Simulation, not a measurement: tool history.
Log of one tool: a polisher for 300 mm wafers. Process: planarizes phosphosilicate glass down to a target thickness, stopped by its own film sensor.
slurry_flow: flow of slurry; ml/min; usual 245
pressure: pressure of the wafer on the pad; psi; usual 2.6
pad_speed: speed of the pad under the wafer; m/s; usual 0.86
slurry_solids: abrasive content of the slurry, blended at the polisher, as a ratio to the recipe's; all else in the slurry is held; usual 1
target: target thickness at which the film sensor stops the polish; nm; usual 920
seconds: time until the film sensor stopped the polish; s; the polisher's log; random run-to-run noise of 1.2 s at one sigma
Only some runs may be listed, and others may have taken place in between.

| run | hour | slurry_flow | pressure | pad_speed | slurry_solids | target | incoming thickness of the incoming film, nm | seconds |
|---|---|---|---|---|---|---|---|---|
| 1 | 0 | 245 | 2.6 | 1.06 | 1 | 790 | 1470.4 | 89.2 |
| 2 | 53.8 | 245 | 2.6 | 1.06 | 1 | 790 | 1471.1 | 90.4 |
| 3 | 79.1 | 245 | 2.6 | 1.06 | 1 | 790 | 1440.3 | 88 |
| 4 | 127.6 | 245 | 2.6 | 0.86 | 1 | 920 | 1427.5 | 80.4 |
| 5 | 192.5 | 245 | 2.6 | 0.86 | 1 | 920 | 1475.1 | 89.6 |
| 6 | 216.7 | 245 | 2.6 | 0.86 | 1 | 920 | 1454.3 | 89.6 |
| 7 | 262.9 | 245 | 2.6 | 0.86 | 1.25 | 920 | 1464.8 | 77.7 |
| 8 | 329.4 | 295 | 2.6 | 0.86 | 0.85 | 920 | 1435.5 | 90.7 |
| 9 | 390.1 | 245 | 3.4 | 0.72 | 1 | 1105 | 1451.4 | 47.2 |
| 10 | 419.1 | 200 | 2.6 | 0.78 | 0.9 | 993 | 1428.2 | 81.4 |
| 11 | 452.3 | 245 | 2.6 | 0.86 | 1 | 920 | 1420.9 | 76.3 |
| 12 | 506.6 | 310 | 2.6 | 0.62 | 0.7 | 920 | 1453.9 | 153.7 |
| 13 | 554.8 | 170 | 3.3 | 0.6 | 1 | 920 | 1444.7 | 92.3 |
| 14 | 579.9 | 245 | 2.6 | 0.86 | 1 | 920 | 1427.3 | 82.5 |
| 15 | 643.8 | 205 | 2.6 | 0.86 | 1 | 996 | 1418.9 | 72 |
| 16 | 707 | 200 | 2.6 | 0.86 | 1 | 920 | 1447.7 | 93.5 |
| 17 | 750.2 | 310 | 2.6 | 0.72 | 1 | 920 | 1439.6 | 83.9 |
| 18 | 791.2 | 245 | 2.6 | 0.86 | 1 | 920 | 1455.3 | 78.7 |
| 19 | 834.3 | 245 | 2.6 | 0.86 | 1 | 920 | 1442.8 | 77.4 |
| 20 | 862.7 | 245 | 2.3 | 0.86 | 1 | 1059 | 1475.6 | 71.8 |
| 21 | 952.1 | 245 | 2.6 | 0.86 | 1 | 920 | 1448.9 | 85 |
| 22 | 1014.7 | 170 | 3.2 | 0.86 | 1 | 920 | 1473.4 | 76.3 |
| 23 | 1066.3 | 245 | 2.6 | 0.86 | 1 | 920 | 1466.8 | 86.5 |
| 24 | 1131.8 | 245 | 2 | 0.86 | 1 | 920 | 1459.2 | 105.2 |
| 25 | 1165 | 170 | 2.6 | 0.7 | 1 | 984 | 1446.4 | 87.2 |
| 26 | 1196.9 | 300 | 1.9 | 0.86 | 0.9 | 920 | 1446.2 | 117 |

Put back what was entered between runs (12 entries, withheld): which listed runs does each sit between, and how does the hidden state differ from the listed run before to the listed run after?
After run 4, before run 5: worn pad replaced by a new one (hour 166.9)
  abrasive missing from the slurry, %: 10.4 -> 12.5
  measured minus no-state result, seconds: +6.9 -> +9.5 s
After run 7, before run 8: slurry blender recalibrated (hour 265.4); head pressure recalibrated (hour 286.1); conditioning disc replaced and pad reconditioned (hour 311.9)
  abrasive missing from the slurry, %: 14.8 -> 3.07
  measured minus no-state result, seconds: +8.3 -> +2.4 s
After run 10, before run 11: slurry nozzle cleaned (hour 430.3)
  abrasive missing from the slurry, %: 6 -> 7.09
  measured minus no-state result, seconds: +4.2 -> +4.3 s
After run 14, before run 15: worn pad replaced by a new one (hour 619)
  abrasive missing from the slurry, %: 11.3 -> 13.3
  measured minus no-state result, seconds: +7.7 -> +8.2 s
After run 16, before run 17: slurry blender recalibrated (hour 711.7); head pressure recalibrated (hour 737.9)
  abrasive missing from the slurry, %: 15.4 -> 1.36
  measured minus no-state result, seconds: +12.5 -> +0.9 s
After run 18, before run 19: conditioning disc replaced and pad reconditioned (hour 798.8)
  abrasive missing from the slurry, %: 2.7 -> 4.1
  measured minus no-state result, seconds: +1.6 -> +2.4 s
After run 20, before run 21: slurry nozzle cleaned (hour 935.9)
  abrasive missing from the slurry, %: 5.03 -> 7.95
  measured minus no-state result, seconds: +2.8 -> +5.4 s
After run 23, before run 24: slurry blender recalibrated (hour 1094); worn pad replaced by a new one (hour 1104.3)
  abrasive missing from the slurry, %: 11.7 -> 1.24
  measured minus no-state result, seconds: +8.4 -> +1 s
